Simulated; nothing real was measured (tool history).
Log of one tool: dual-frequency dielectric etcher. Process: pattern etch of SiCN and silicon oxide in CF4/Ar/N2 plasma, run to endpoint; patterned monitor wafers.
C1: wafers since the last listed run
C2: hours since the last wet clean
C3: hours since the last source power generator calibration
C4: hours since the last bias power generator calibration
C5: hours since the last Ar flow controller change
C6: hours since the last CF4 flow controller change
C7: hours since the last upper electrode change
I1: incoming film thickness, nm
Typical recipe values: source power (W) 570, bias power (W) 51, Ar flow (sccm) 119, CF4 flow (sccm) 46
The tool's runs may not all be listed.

{"run": 1, "day": 0.0, "source power (W)": 520, "bias power (W)": 51, "Ar flow (sccm)": 119, "CF4 flow (sccm)": 46, "C1": 0, "C2": 139.6, "C3": 3378.1, "C4": 3169.4, "C5": 1795.8, "C6": 119.6, "C7": 1788.7, "I1": 17.9, "endpoint time (s)": 20.9}
{"run": 2, "day": 2.154, "source power (W)": 570, "bias power (W)": 51, "Ar flow (sccm)": 126, "CF4 flow (sccm)": 46, "C1": 769, "C2": 191.3, "C3": 3429.8, "C4": 3221.1, "C5": 1847.5, "C6": 171.3, "C7": 1840.4, "I1": 17.84, "endpoint time (s)": 19.1}
{"run": 3, "day": 4.704, "source power (W)": 570, "bias power (W)": 57, "Ar flow (sccm)": 119, "CF4 flow (sccm)": 46, "C1": 910, "C2": 252.5, "C3": 3491, "C4": 3282.3, "C5": 1908.7, "C6": 232.5, "C7": 1901.6, "I1": 17.74, "endpoint time (s)": 17.7}
{"day": 5.362, "done": "source power generator calibrated"}
{"run": 4, "day": 5.729, "source power (W)": 620, "bias power (W)": 64, "Ar flow (sccm)": 119, "CF4 flow (sccm)": 39, "C1": 306, "C2": 277.1, "C3": 8.8, "C4": 3306.9, "C5": 1933.3, "C6": 257.1, "C7": 1926.2, "I1": 17.8, "endpoint time (s)": 15.3}
{"run": 5, "day": 9.367, "source power (W)": 570, "bias power (W)": 51, "Ar flow (sccm)": 119, "CF4 flow (sccm)": 46, "C1": 1299, "C2": 364.4, "C3": 96.1, "C4": 3394.2, "C5": 2020.6, "C6": 344.4, "C7": 2013.5, "I1": 17.57, "endpoint time (s)": 17.3}
{"day": 10.438, "done": "upper electrode replaced"}
{"run": 6, "day": 11.175, "source power (W)": 570, "bias power (W)": 51, "Ar flow (sccm)": 119, "CF4 flow (sccm)": 46, "C1": 288, "C2": 407.8, "C3": 139.5, "C4": 3437.6, "C5": 2064, "C6": 387.8, "C7": 17.7, "I1": 17.74, "endpoint time (s)": 17.4}
{"run": 7, "day": 12.208, "source power (W)": 440, "bias power (W)": 51, "Ar flow (sccm)": 91, "CF4 flow (sccm)": 56, "C1": 369, "C2": 432.6, "C3": 164.3, "C4": 3462.4, "C5": 2088.8, "C6": 412.6, "C7": 42.5, "I1": 17.91, "endpoint time (s)": 21.1}
{"run": 8, "day": 14.396, "source power (W)": 490, "bias power (W)": 57, "Ar flow (sccm)": 131, "CF4 flow (sccm)": 53, "C1": 781, "C2": 485.1, "C3": 216.8, "C4": 3514.9, "C5": 2141.3, "C6": 465.1, "C7": 95, "I1": 17.99, "endpoint time (s)": 20.2}
{"run": 9, "day": 16.654, "source power (W)": 610, "bias power (W)": 51, "Ar flow (sccm)": 119, "CF4 flow (sccm)": 46, "C1": 806, "C2": 539.3, "C3": 271, "C4": 3569.1, "C5": 2195.5, "C6": 519.3, "C7": 149.2, "I1": 17.82, "endpoint time (s)": 16.1}
{"run": 10, "day": 18.771, "source power (W)": 680, "bias power (W)": 42, "Ar flow (sccm)": 105, "CF4 flow (sccm)": 56, "C1": 755, "C2": 590.1, "C3": 321.8, "C4": 3619.9, "C5": 2246.3, "C6": 570.1, "C7": 200, "I1": 17.7, "endpoint time (s)": 13.7}
{"day": 20.308, "done": "Ar flow controller replaced"}
{"day": 21.033, "done": "wet clean of the chamber"}
{"run": 11, "day": 21.054, "source power (W)": 660, "bias power (W)": 51, "Ar flow (sccm)": 119, "CF4 flow (sccm)": 46, "C1": 466, "C2": 0.5, "C3": 376.6, "C4": 3674.7, "C5": 17.9, "C6": 624.9, "C7": 254.8, "I1": 17.7, "endpoint time (s)": 15.5}
{"run": 12, "day": 22.488, "source power (W)": 570, "bias power (W)": 51, "Ar flow (sccm)": 119, "CF4 flow (sccm)": 46, "C1": 511, "C2": 34.9, "C3": 411, "C4": 3709.1, "C5": 52.3, "C6": 659.3, "C7": 289.2, "I1": 17.75, "endpoint time (s)": 18}
{"run": 13, "day": 23.946, "source power (W)": 570, "bias power (W)": 51, "Ar flow (sccm)": 119, "CF4 flow (sccm)": 40, "C1": 520, "C2": 69.9, "C3": 446, "C4": 3744.1, "C5": 87.3, "C6": 694.3, "C7": 324.2, "I1": 17.74, "endpoint time (s)": 18.9}
{"run": 14, "day": 25.808, "source power (W)": 640, "bias power (W)": 59, "Ar flow (sccm)": 119, "CF4 flow (sccm)": 46, "C1": 665, "C2": 114.6, "C3": 490.7, "C4": 3788.8, "C5": 132, "C6": 739, "C7": 368.9, "I1": 17.65, "endpoint time (s)": 14.9}
{"run": 15, "day": 28.646, "source power (W)": 570, "bias power (W)": 62, "Ar flow (sccm)": 95, "CF4 flow (sccm)": 50, "C1": 1013, "C2": 182.7, "C3": 558.8, "C4": 3856.9, "C5": 200.1, "C6": 807.1, "C7": 437, "I1": 17.87, "endpoint time (s)": 15.5}
{"day": 30.0, "done": "bias power generator calibrated"}
{"run": 16, "day": 30.021, "source power (W)": 660, "bias power (W)": 58, "Ar flow (sccm)": 100, "CF4 flow (sccm)": 46, "C1": 431, "C2": 215.7, "C3": 591.8, "C4": 0.5, "C5": 233.1, "C6": 840.1, "C7": 470, "I1": 17.74, "endpoint time (s)": 14}
{"run": 17, "day": 31.858, "source power (W)": 680, "bias power (W)": 55, "Ar flow (sccm)": 106, "CF4 flow (sccm)": 41, "C1": 656, "C2": 259.8, "C3": 635.9, "C4": 44.6, "C5": 277.2, "C6": 884.2, "C7": 514.1, "I1": 18.03, "endpoint time (s)": 14.7}
{"run": 18, "day": 33.433, "source power (W)": 470, "bias power (W)": 51, "Ar flow (sccm)": 139, "CF4 flow (sccm)": 51, "C1": 562, "C2": 297.6, "C3": 673.7, "C4": 82.4, "C5": 315, "C6": 922, "C7": 551.9, "I1": 17.79, "endpoint time (s)": 23}
{"run": 19, "day": 34.65, "source power (W)": 700, "bias power (W)": 60, "Ar flow (sccm)": 119, "CF4 flow (sccm)": 46, "C1": 434, "C2": 326.8, "C3": 702.9, "C4": 111.6, "C5": 344.2, "C6": 951.2, "C7": 581.1, "I1": 18.03, "endpoint time (s)": 13.8}
{"run": 20, "day": 36.783, "source power (W)": 570, "bias power (W)": 64, "Ar flow (sccm)": 119, "CF4 flow (sccm)": 46, "C1": 761, "C2": 378, "C3": 754.1, "C4": 162.8, "C5": 395.4, "C6": 1002.4, "C7": 632.3, "I1": 17.77, "endpoint time (s)": 16.7}
{"run": 21, "day": 38.333, "source power (W)": 500, "bias power (W)": 63, "Ar flow (sccm)": 104, "CF4 flow (sccm)": 49, "C1": 553, "C2": 415.2, "C3": 791.3, "C4": 200, "C5": 432.6, "C6": 1039.6, "C7": 669.5, "I1": 17.78, "endpoint time (s)": 18.2}
{"day": 44.996, "done": "wet clean of the chamber"}
{"run": 22, "day": 47.038, "source power (W)": 500, "bias power (W)": 51, "Ar flow (sccm)": 134, "CF4 flow (sccm)": 53, "C1": 2751, "C2": 49, "C3": 1000.2, "C4": 408.9, "C5": 641.5, "C6": 1248.5, "C7": 878.4, "I1": 17.89, "endpoint time (s)": 21.8}
{"run": 23, "day": 48.362, "source power (W)": 570, "bias power (W)": 46, "Ar flow (sccm)": 119, "CF4 flow (sccm)": 46, "C1": 473, "C2": 80.8, "C3": 1032, "C4": 440.7, "C5": 673.3, "C6": 1280.3, "C7": 910.2, "I1": 17.59, "endpoint time (s)": 18.8}

What if the next run were any one of these 5? Each begins from the tool's condition after run 23:
{"run": "A", "day": 48.379, "source power (W)": 570, "bias power (W)": 51, "Ar flow (sccm)": 119, "CF4 flow (sccm)": 46, "C1": 5, "C2": 81.2, "C3": 1032.4, "C4": 441.1, "C5": 673.7, "C6": 1280.7, "C7": 910.6, "I1": 17.79, "endpoint time (s)": "?"}
{"run": "B", "day": 48.379, "source power (W)": 570, "bias power (W)": 43, "Ar flow (sccm)": 119, "CF4 flow (sccm)": 56, "C1": 5, "C2": 81.2, "C3": 1032.4, "C4": 441.1, "C5": 673.7, "C6": 1280.7, "C7": 910.6, "I1": 17.79, "endpoint time (s)": "?"}
{"run": "C", "day": 48.379, "source power (W)": 660, "bias power (W)": 57, "Ar flow (sccm)": 119, "CF4 flow (sccm)": 46, "C1": 5, "C2": 81.2, "C3": 1032.4, "C4": 441.1, "C5": 673.7, "C6": 1280.7, "C7": 910.6, "I1": 17.79, "endpoint time (s)": "?"}
{"run": "D", "day": 48.379, "source power (W)": 530, "bias power (W)": 51, "Ar flow (sccm)": 119, "CF4 flow (sccm)": 46, "C1": 5, "C2": 81.2, "C3": 1032.4, "C4": 441.1, "C5": 673.7, "C6": 1280.7, "C7": 910.6, "I1": 17.79, "endpoint time (s)": "?"}
{"run": "E", "day": 48.379, "source power (W)": 660, "bias power (W)": 56, "Ar flow (sccm)": 119, "CF4 flow (sccm)": 38, "C1": 5, "C2": 81.2, "C3": 1032.4, "C4": 441.1, "C5": 673.7, "C6": 1280.7, "C7": 910.6, "I1": 17.79, "endpoint time (s)": "?"}

run=A endpoint_time_(s)=18.4
run=B endpoint_time_(s)=18.5
run=C endpoint_time_(s)=15.1
run=D endpoint_time_(s)=20
run=E endpoint_time_(s)=15.9
Stripped of hidden state, with their random variation kept, the same runs would have yielded:
run=A endpoint_time_(s)=17.9
run=B endpoint_time_(s)=18
run=C endpoint_time_(s)=14.7
run=D endpoint_time_(s)=19.4
run=E endpoint_time_(s)=15.5
